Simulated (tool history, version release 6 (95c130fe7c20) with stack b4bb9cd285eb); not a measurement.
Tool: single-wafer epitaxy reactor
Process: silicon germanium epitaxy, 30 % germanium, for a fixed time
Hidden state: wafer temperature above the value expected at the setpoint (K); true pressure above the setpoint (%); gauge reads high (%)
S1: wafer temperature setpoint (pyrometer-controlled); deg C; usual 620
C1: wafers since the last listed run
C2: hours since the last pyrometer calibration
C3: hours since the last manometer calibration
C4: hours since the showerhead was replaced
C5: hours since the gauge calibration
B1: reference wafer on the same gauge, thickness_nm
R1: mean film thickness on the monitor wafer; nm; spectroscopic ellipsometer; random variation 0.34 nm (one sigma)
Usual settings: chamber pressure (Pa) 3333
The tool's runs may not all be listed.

{"run": 1, "hour": 0.0, "S1": 620, "chamber pressure (Pa)": 3333, "C1": 0, "C2": 85.5, "C3": 2127.9, "C4": 7429.5, "C5": 213.9, "B1": 116.851, "R1": 98.255}
{"run": 2, "hour": 69.3, "S1": 620, "chamber pressure (Pa)": 3333, "C1": 1704, "C2": 154.8, "C3": 2197.2, "C4": 7498.8, "C5": 283.2, "B1": 117.257, "R1": 98.134}
{"run": 3, "hour": 126.6, "S1": 620, "chamber pressure (Pa)": 3333, "C1": 1409, "C2": 212.1, "C3": 2254.5, "C4": 7556.1, "C5": 340.5, "B1": 116.981, "R1": 98.282}
{"run": 4, "hour": 170.1, "S1": 620, "chamber pressure (Pa)": 3333, "C1": 1070, "C2": 255.6, "C3": 2298.0, "C4": 7599.6, "C5": 384.0, "B1": 116.867, "R1": 98.361}
{"run": 5, "hour": 200.9, "S1": 620, "chamber pressure (Pa)": 3333, "C1": 757, "C2": 286.4, "C3": 2328.8, "C4": 7630.4, "C5": 414.8, "B1": 117.019, "R1": 97.752}
{"run": 6, "hour": 248.5, "S1": 620, "chamber pressure (Pa)": 3333, "C1": 1171, "C2": 334.0, "C3": 2376.4, "C4": 7678.0, "C5": 462.4, "B1": 116.985, "R1": 98.181}
{"run": 7, "hour": 304.2, "S1": 620, "chamber pressure (Pa)": 3333, "C1": 1370, "C2": 389.7, "C3": 2432.1, "C4": 7733.7, "C5": 518.1, "B1": 117.087, "R1": 98.828}
{"run": 8, "hour": 350.9, "S1": 620, "chamber pressure (Pa)": 3333, "C1": 1148, "C2": 436.4, "C3": 2478.8, "C4": 7780.4, "C5": 564.8, "B1": 116.865, "R1": 98.061}
{"hour": 365.8, "done": "capacitance manometer re-zeroed and calibrated"}
{"run": 9, "hour": 413.6, "S1": 620, "chamber pressure (Pa)": 3706, "C1": 1345, "C2": 499.1, "C3": 47.8, "C4": 7843.1, "C5": 627.5, "B1": 117.023, "R1": 107.442}
{"run": 10, "hour": 467.8, "S1": 620, "chamber pressure (Pa)": 3706, "C1": 1333, "C2": 553.3, "C3": 102.0, "C4": 7897.3, "C5": 681.7, "B1": 116.881, "R1": 106.925}
{"run": 11, "hour": 493.5, "S1": 620, "chamber pressure (Pa)": 3333, "C1": 632, "C2": 579.0, "C3": 127.7, "C4": 7923.0, "C5": 707.4, "B1": 117.096, "R1": 101.881}
{"run": 12, "hour": 522.3, "S1": 620, "chamber pressure (Pa)": 3333, "C1": 708, "C2": 607.8, "C3": 156.5, "C4": 7951.8, "C5": 736.2, "B1": 116.856, "R1": 101.452}
{"hour": 557.3, "done": "gauge calibrated"}
{"run": 13, "hour": 577.9, "S1": 620, "chamber pressure (Pa)": 3333, "C1": 1367, "C2": 663.4, "C3": 212.1, "C4": 8007.4, "C5": 20.6, "B1": 116.903, "R1": 101.579}
{"run": 14, "hour": 648.8, "S1": 609, "chamber pressure (Pa)": 2853, "C1": 1744, "C2": 734.3, "C3": 283.0, "C4": 8078.3, "C5": 91.5, "B1": 117.207, "R1": 78.387}
{"run": 15, "hour": 713.3, "S1": 616, "chamber pressure (Pa)": 2973, "C1": 1586, "C2": 798.8, "C3": 347.5, "C4": 8142.8, "C5": 156.0, "B1": 116.862, "R1": 89.474}
{"hour": 726.5, "done": "showerhead replaced"}
{"run": 16, "hour": 764.6, "S1": 608, "chamber pressure (Pa)": 2786, "C1": 1065, "C2": 850.1, "C3": 398.8, "C4": 38.1, "C5": 207.3, "B1": 116.819, "R1": 75.716}
{"run": 17, "hour": 807.2, "S1": 609, "chamber pressure (Pa)": 3000, "C1": 1048, "C2": 892.7, "C3": 441.4, "C4": 80.7, "C5": 249.9, "B1": 117.027, "R1": 79.555}
{"run": 18, "hour": 858.7, "S1": 632, "chamber pressure (Pa)": 3640, "C1": 1267, "C2": 944.2, "C3": 492.9, "C4": 132.2, "C5": 301.4, "B1": 117.009, "R1": 127.085}
{"run": 19, "hour": 914.8, "S1": 605, "chamber pressure (Pa)": 2826, "C1": 1380, "C2": 1000.3, "C3": 549.0, "C4": 188.3, "C5": 357.5, "B1": 117.045, "R1": 71.976}
{"hour": 944.0, "done": "pyrometer calibrated"}
{"run": 20, "hour": 966.0, "S1": 626, "chamber pressure (Pa)": 4133, "C1": 1062, "C2": 22.0, "C3": 600.2, "C4": 239.5, "C5": 408.7, "B1": 116.9, "R1": 121.41}
{"run": 21, "hour": 996.7, "S1": 620, "chamber pressure (Pa)": 3333, "C1": 755, "C2": 52.7, "C3": 630.9, "C4": 270.2, "C5": 439.4, "B1": 116.931, "R1": 99.732}

Run 22 comes next. What will it give?
{"run": 22, "hour": 1035.4, "S1": 630, "chamber pressure (Pa)": 2880, "C1": 952, "C2": 91.4, "C3": 669.6, "C4": 308.9, "C5": 478.1, "B1": "?", "R1": "?"}

Run 22 gave B1 117.000, R1 109.950 nm.
Without the tool's hidden state the same run would have given R1 111.915 nm.
